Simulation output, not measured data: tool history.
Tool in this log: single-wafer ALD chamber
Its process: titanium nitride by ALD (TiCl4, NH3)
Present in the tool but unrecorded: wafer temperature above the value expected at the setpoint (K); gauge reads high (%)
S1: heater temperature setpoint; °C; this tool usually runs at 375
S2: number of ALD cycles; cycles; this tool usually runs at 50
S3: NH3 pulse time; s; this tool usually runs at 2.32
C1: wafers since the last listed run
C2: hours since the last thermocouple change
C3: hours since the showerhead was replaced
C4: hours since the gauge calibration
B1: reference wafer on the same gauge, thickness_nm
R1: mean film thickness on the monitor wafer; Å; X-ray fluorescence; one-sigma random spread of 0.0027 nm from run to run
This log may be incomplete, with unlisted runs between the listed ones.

Run 1, day 0: usual settings; C1 0; C2 1331.1; C3 1294.7; C4 344.9; B1 0.9. Result: R1 10.94 Å.
Run 2, day 3.838: usual settings; C1 519; C2 1423.2; C3 1386.8; C4 437; B1 0.898. Result: R1 10.91 Å.
Run 3, day 7.696: usual settings; C1 522; C2 1515.8; C3 1479.4; C4 529.6; B1 0.898. Result: R1 10.82 Å.
Run 4, day 9.275: usual settings; C1 213; C2 1553.7; C3 1517.3; C4 567.5; B1 0.899. Result: R1 10.9 Å.
Run 5, day 10.821: usual settings but S1 366 °C, S2 55 cycles; C1 209; C2 1590.8; C3 1554.4; C4 604.6; B1 0.898. Result: R1 11.75 Å.
Run 6, day 14.312: usual settings but S1 366 °C, S2 55 cycles; C1 473; C2 1674.6; C3 1638.2; C4 688.4; B1 0.897. Result: R1 11.67 Å.
Run 7, day 17.829: usual settings; C1 476; C2 1759; C3 1722.6; C4 772.8; B1 0.897. Result: R1 10.82 Å.
Run 8, day 19.967: usual settings; C1 289; C2 1810.3; C3 1773.9; C4 824.1; B1 0.896. Result: R1 10.81 Å.
Run 9, day 22.579: usual settings; C1 353; C2 1873; C3 1836.6; C4 886.8; B1 0.895. Result: R1 10.83 Å.
Run 10, day 25.875: usual settings; C1 446; C2 1952.1; C3 1915.7; C4 965.9; B1 0.896. Result: R1 10.83 Å.
Run 11, day 29.483: usual settings but S2 56 cycles; C1 488; C2 2038.7; C3 2002.3; C4 1052.5; B1 0.894. Result: R1 12.11 Å.
Run 12, day 30.992: usual settings but S1 365 °C, S2 45 cycles, S3 1.98 s; C1 204; C2 2074.9; C3 2038.5; C4 1088.7; B1 0.895. Result: R1 9.47 Å.
Run 13, day 35.062: usual settings but S1 386 °C, S2 55 cycles, S3 2 s; C1 551; C2 2172.6; C3 2136.2; C4 1186.4; B1 0.893. Result: R1 11.93 Å.
Run 14, day 38.804: usual settings but S1 366 °C, S2 42 cycles, S3 2.57 s; C1 506; C2 2262.4; C3 2226; C4 1276.2; B1 0.893. Result: R1 9.01 Å.
Run 15, day 42.762: usual settings; C1 536; C2 2357.4; C3 2321; C4 1371.2; B1 0.892. Result: R1 10.73 Å.
At day 43.362: showerhead replaced.
Run 16, day 46.175: usual settings but S1 386 °C; C1 417; C2 2439.3; C3 67.5; C4 1453.1; B1 0.891. Result: R1 10.9 Å.
At day 48.879: thermocouple changed; heater temperature recalibrated.
Run 17, day 49.588: usual settings but S1 380 °C, S2 41 cycles; C1 417; C2 17; C3 149.4; C4 1535; B1 0.891. Result: R1 8.9 Å.
At day 51.867: gauge calibrated.
Run 18, day 51.95: usual settings; C1 320; C2 73.7; C3 206.1; C4 2; B1 0.9. Result: R1 10.89 Å.
Run 19, day 55.596: usual settings but S1 371 °C, S2 46 cycles, S3 1.78 s; C1 493; C2 161.2; C3 293.6; C4 89.5; B1 0.899. Result: R1 9.79 Å.
Run 20, day 59.05: usual settings; C1 467; C2 244.1; C3 376.5; C4 172.4; B1 0.898. Result: R1 10.85 Å.
Run 21, day 62.675: usual settings but S1 368 °C, S3 2.08 s; C1 491; C2 331.1; C3 463.5; C4 259.4; B1 0.898. Result: R1 10.6 Å.
Run 22, day 66.421: usual settings but S2 41 cycles, S3 1.98 s; C1 507; C2 421; C3 553.4; C4 349.3; B1 0.897. Result: R1 8.8 Å.

Selected run-to-run steps in R1, each split into two signed amounts: the part the tool would show with no hidden state at all (from settings, incoming material and random variation), and the remainder, which goes to the hidden state together with any gauge scatter not common to the measured and the hidden-state-free results:
Run 11 -> 12: S1 375 -> 365, S2 56 -> 45, S3 2.32 -> 1.98. R1 -2.64 Å: hidden state +0.02, all else -2.66.
Run 12 -> 13: S1 365 -> 386, S2 45 -> 55, S3 1.98 -> 2. R1 +2.46 Å: hidden state -0.03, all else +2.49.
Run 13 -> 14: S1 386 -> 366, S2 55 -> 42, S3 2 -> 2.57. R1 -2.92 Å: hidden state +0.02, all else -2.94.
Run 17 -> 18: S1 380 -> 375, S2 41 -> 50, gauge calibrated. R1 +1.99 Å: hidden state +0.08, all else +1.91.
